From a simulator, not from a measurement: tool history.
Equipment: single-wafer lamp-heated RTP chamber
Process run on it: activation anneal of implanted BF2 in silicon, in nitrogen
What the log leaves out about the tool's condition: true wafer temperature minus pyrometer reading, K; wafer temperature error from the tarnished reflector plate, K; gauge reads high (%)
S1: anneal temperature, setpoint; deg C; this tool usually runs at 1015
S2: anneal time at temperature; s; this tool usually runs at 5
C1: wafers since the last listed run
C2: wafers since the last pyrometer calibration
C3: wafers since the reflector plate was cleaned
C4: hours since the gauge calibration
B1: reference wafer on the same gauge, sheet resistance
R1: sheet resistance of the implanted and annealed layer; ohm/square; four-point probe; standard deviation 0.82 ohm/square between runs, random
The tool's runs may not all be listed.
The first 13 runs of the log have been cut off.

run	hour	S1	S2	C1	C2	C3	C4	B1	R1
14	413.9	1004	3	368	4053	6387	1200.4	528.99	534.40
# hour 438.0: pyrometer window cleaned and pyrometer calibrated
15	438.5	1015	5	326	9	6714	1225.0	529.19	535.73
16	469.9	1015	5	618	628	7332	1256.4	528.26	534.86
# hour 470.2: gauge calibrated
17	486.5	1038	7	326	955	7659	16.3	536.61	545.98
18	501.8	990	4	301	1256	7960	31.6	536.82	543.94
19	536.9	1015	5	691	1947	8652	66.7	537.16	543.79
20	559.9	1026	5	452	2400	9105	89.7	537.01	545.64
21	593.2	996	6	655	3056	9760	123.0	536.95	543.15
22	613.8	1005	7	405	3462	10166	143.6	537.00	541.94
23	633.1	1006	3	380	3842	10546	162.9	536.99	542.58
# hour 667.5: pyrometer window cleaned and pyrometer calibrated
# hour 674.2: reflector plate cleaned
24	674.7	1004	3	528	9	9	204.5	537.01	542.70
25	700.7	1007	5	512	521	521	230.5	536.94	541.46
26	729.5	1015	6	567	1088	1088	259.3	536.80	544.23
27	752.7	1034	3	456	1545	1545	282.5	536.81	547.68
28	768.5	1015	4	311	1856	1856	298.3	536.73	542.86
29	788.1	1003	5	385	2242	2242	317.9	536.62	541.66
30	806.3	1015	5	358	2601	2601	336.1	536.55	544.13
31	827.7	1015	5	421	3022	3022	357.5	536.22	542.90
32	859.3	1033	6	622	3644	3644	389.1	536.51	546.05
33	893.3	1015	8	669	4314	4314	423.1	536.14	542.70
# hour 924.7: pyrometer window cleaned and pyrometer calibrated
34	925.2	987	4	470	10	4784	455.0	536.69	542.34
35	938.0	1023	7	252	262	5037	467.8	536.31	545.45
36	953.2	989	7	299	561	5336	483.0	536.43	542.05

4 options for the next run, each taken on its own from the tool as it stands now. Forecast them:
A	953.6	989	5	7	569	5344	483.4	?	?
B	953.6	1025	5	7	569	5344	483.4	?	?
C	953.6	999	7	7	569	5344	483.4	?	?
D	953.6	993	8	7	569	5344	483.4	?	?

run	B1	R1
A	535.91	542.27
B	535.91	544.78
C	535.91	541.36
D	535.91	541.57
With the hidden condition removed and each run's random variation left untouched, the same runs would have given:
run	R1
A	543.28
B	545.79
C	542.36
D	542.57
